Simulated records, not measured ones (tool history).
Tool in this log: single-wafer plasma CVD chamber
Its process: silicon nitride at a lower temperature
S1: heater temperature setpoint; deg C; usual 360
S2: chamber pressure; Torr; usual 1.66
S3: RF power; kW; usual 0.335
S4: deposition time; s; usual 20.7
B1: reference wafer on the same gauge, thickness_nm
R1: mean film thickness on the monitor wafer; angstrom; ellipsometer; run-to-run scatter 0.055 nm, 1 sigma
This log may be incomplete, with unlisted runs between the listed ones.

Run 1, hour 0.0: usual settings; B1 30.997. Result: R1 280.09 angstrom.
Run 2, hour 26.0: usual settings; B1 30.993. Result: R1 280.81 angstrom.
Run 3, hour 40.6: usual settings; B1 30.998. Result: R1 279.98 angstrom.
Run 4, hour 72.5: usual settings but S2 1.48 Torr; B1 30.999. Result: R1 268.33 angstrom.
Run 5, hour 168.8: usual settings; B1 31.011. Result: R1 278.82 angstrom.
Run 6, hour 194.1: usual settings; B1 31.012. Result: R1 278.73 angstrom.
At hour 204.1: RF generator calibrated.
Run 7, hour 208.4: usual settings; B1 31.012. Result: R1 284.08 angstrom.
At hour 240.1: thermocouple changed; heater temperature recalibrated.
At hour 246.3: gauge calibrated.
Run 8, hour 260.1: usual settings but S3 0.320 kW; B1 30.993. Result: R1 274.60 angstrom.
Run 9, hour 287.4: usual settings; B1 31.006. Result: R1 284.70 angstrom.
At hour 356.5: showerhead replaced.
Run 10, hour 374.9: usual settings but S1 367 deg C, S2 1.53 Torr, S3 0.360 kW; B1 31.011. Result: R1 290.22 angstrom.
At hour 409.5: capacitance manometer re-zeroed and calibrated.
Run 11, hour 410.0: usual settings but S2 1.53 Torr, S3 0.355 kW; B1 30.990. Result: R1 279.00 angstrom.
Run 12, hour 436.9: usual settings but S3 0.380 kW; B1 30.997. Result: R1 301.65 angstrom.
Run 13, hour 459.5: usual settings but S1 372 deg C, S4 23.3 s; B1 31.002. Result: R1 309.82 angstrom.
Run 14, hour 480.7: usual settings but S1 369 deg C, S3 0.280 kW, S4 22.4 s; B1 30.995. Result: R1 262.94 angstrom.
Run 15, hour 512.7: usual settings; B1 31.007. Result: R1 275.69 angstrom.
Run 16, hour 526.6: usual settings; B1 31.001. Result: R1 277.88 angstrom.

3 ways to go on from here, each from the tool as it stands after run 16. What would each give?
Run A, hour 527.0: usual settings but S4 18.5 s; B1 ?. Result: R1 ?.
Run B, hour 527.0: usual settings but S1 350 deg C, S2 1.41 Torr, S4 17.2 s; B1 ?. Result: R1 ?.
Run C, hour 527.0: usual settings but S2 1.29 Torr, S4 18.8 s; B1 ?. Result: R1 ?.

run      B1      R1
  A  31.006  248.43
  B  31.006  218.77
  C  31.006  230.09
With the hidden condition removed and each run's random variation left untouched, the same runs would have given:
run      R1
  A  248.14
  B  218.45
  C  229.76
